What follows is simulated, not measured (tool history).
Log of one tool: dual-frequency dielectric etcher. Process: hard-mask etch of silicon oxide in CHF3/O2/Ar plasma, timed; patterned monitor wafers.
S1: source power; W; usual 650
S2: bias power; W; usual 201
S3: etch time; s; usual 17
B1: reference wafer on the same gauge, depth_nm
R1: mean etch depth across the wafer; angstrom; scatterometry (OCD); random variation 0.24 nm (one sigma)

{"run": 1, "day": 0.0, "S1": 650, "S2": 201, "S3": 17, "B1": 45.81, "R1": 396.9}
{"run": 2, "day": 0.496, "S1": 650, "S2": 201, "S3": 17, "B1": 45.76, "R1": 401.1}
{"day": 0.754, "done": "gauge calibrated"}
{"run": 3, "day": 0.946, "S1": 650, "S2": 201, "S3": 17, "B1": 45.85, "R1": 396.8}
{"run": 4, "day": 1.354, "S1": 650, "S2": 201, "S3": 17, "B1": 45.82, "R1": 398.5}
{"run": 5, "day": 1.812, "S1": 650, "S2": 201, "S3": 17, "B1": 45.76, "R1": 400.3}
{"run": 6, "day": 2.262, "S1": 650, "S2": 238, "S3": 17, "B1": 45.8, "R1": 416.8}
{"run": 7, "day": 3.033, "S1": 650, "S2": 188, "S3": 17, "B1": 45.78, "R1": 388.2}
{"run": 8, "day": 4.146, "S1": 650, "S2": 201, "S3": 21.5, "B1": 45.75, "R1": 503}
{"run": 9, "day": 4.804, "S1": 540, "S2": 245, "S3": 20, "B1": 45.83, "R1": 453.9}
{"day": 6.554, "done": "bias power generator calibrated"}
{"run": 10, "day": 7.042, "S1": 650, "S2": 226, "S3": 17, "B1": 45.79, "R1": 418.5}
{"run": 11, "day": 7.417, "S1": 650, "S2": 226, "S3": 20.5, "B1": 45.8, "R1": 495.8}
{"run": 12, "day": 7.704, "S1": 750, "S2": 187, "S3": 20, "B1": 45.79, "R1": 490.6}
{"day": 8.862, "done": "wet clean of the chamber"}
{"run": 13, "day": 8.883, "S1": 600, "S2": 167, "S3": 13.5, "B1": 45.75, "R1": 296.8}
{"run": 14, "day": 8.896, "S1": 700, "S2": 201, "S3": 17, "B1": 45.8, "R1": 429.8}
{"run": 15, "day": 8.908, "S1": 650, "S2": 201, "S3": 17, "B1": 45.79, "R1": 410.6}
{"run": 16, "day": 9.412, "S1": 650, "S2": 183, "S3": 17, "B1": 45.8, "R1": 402}
{"day": 9.8, "done": "source power generator calibrated"}
{"run": 17, "day": 9.933, "S1": 650, "S2": 178, "S3": 21, "B1": 45.78, "R1": 493.2}
{"day": 10.992, "done": "upper electrode replaced"}
{"run": 18, "day": 11.012, "S1": 650, "S2": 162, "S3": 15.5, "B1": 45.82, "R1": 352.8}
{"run": 19, "day": 11.067, "S1": 780, "S2": 251, "S3": 17, "B1": 45.78, "R1": 483.5}
{"run": 20, "day": 11.604, "S1": 790, "S2": 163, "S3": 12.5, "B1": 45.79, "R1": 318.8}
{"day": 14.204, "done": "wet clean of the chamber, repeated, since the last time left the tool worse"}
{"run": 21, "day": 14.225, "S1": 760, "S2": 167, "S3": 20, "B1": 45.78, "R1": 469}
{"run": 22, "day": 14.321, "S1": 650, "S2": 201, "S3": 17, "B1": 45.84, "R1": 386.7}
{"run": 23, "day": 14.908, "S1": 730, "S2": 249, "S3": 14.5, "B1": 45.82, "R1": 373.9}
{"run": 24, "day": 15.392, "S1": 690, "S2": 226, "S3": 15.5, "B1": 45.76, "R1": 376.7}
{"run": 25, "day": 16.096, "S1": 650, "S2": 201, "S3": 14.5, "B1": 45.88, "R1": 333.8}
{"run": 26, "day": 16.379, "S1": 490, "S2": 232, "S3": 20.5, "B1": 45.77, "R1": 424.8}
{"run": 27, "day": 16.746, "S1": 650, "S2": 201, "S3": 17, "B1": 45.76, "R1": 387.1}
{"run": 28, "day": 17.438, "S1": 550, "S2": 216, "S3": 20.5, "B1": 45.78, "R1": 447.2}
{"run": 29, "day": 17.921, "S1": 650, "S2": 201, "S3": 17, "B1": 45.81, "R1": 390.9}

Forecast each of these 5 alternatives for the next run:
{"run": "A", "day": 17.938, "S1": 580, "S2": 201, "S3": 17, "B1": "?", "R1": "?"}
{"run": "B", "day": 17.938, "S1": 750, "S2": 201, "S3": 19, "B1": "?", "R1": "?"}
{"run": "C", "day": 17.938, "S1": 650, "S2": 201, "S3": 20, "B1": "?", "R1": "?"}
{"run": "D", "day": 17.938, "S1": 520, "S2": 201, "S3": 17, "B1": "?", "R1": "?"}
{"run": "E", "day": 17.938, "S1": 710, "S2": 174, "S3": 14, "B1": "?", "R1": "?"}

run=A B1=45.85 R1=369.6
run=B B1=45.85 R1=466.5
run=C B1=45.85 R1=459.3
run=D B1=45.85 R1=350.2
run=E B1=45.85 R1=321.9
Without the tool's hidden state the same runs would have given:
run=A R1=367.2
run=B R1=463.4
run=C R1=456.3
run=D R1=347.9
run=E R1=319.8
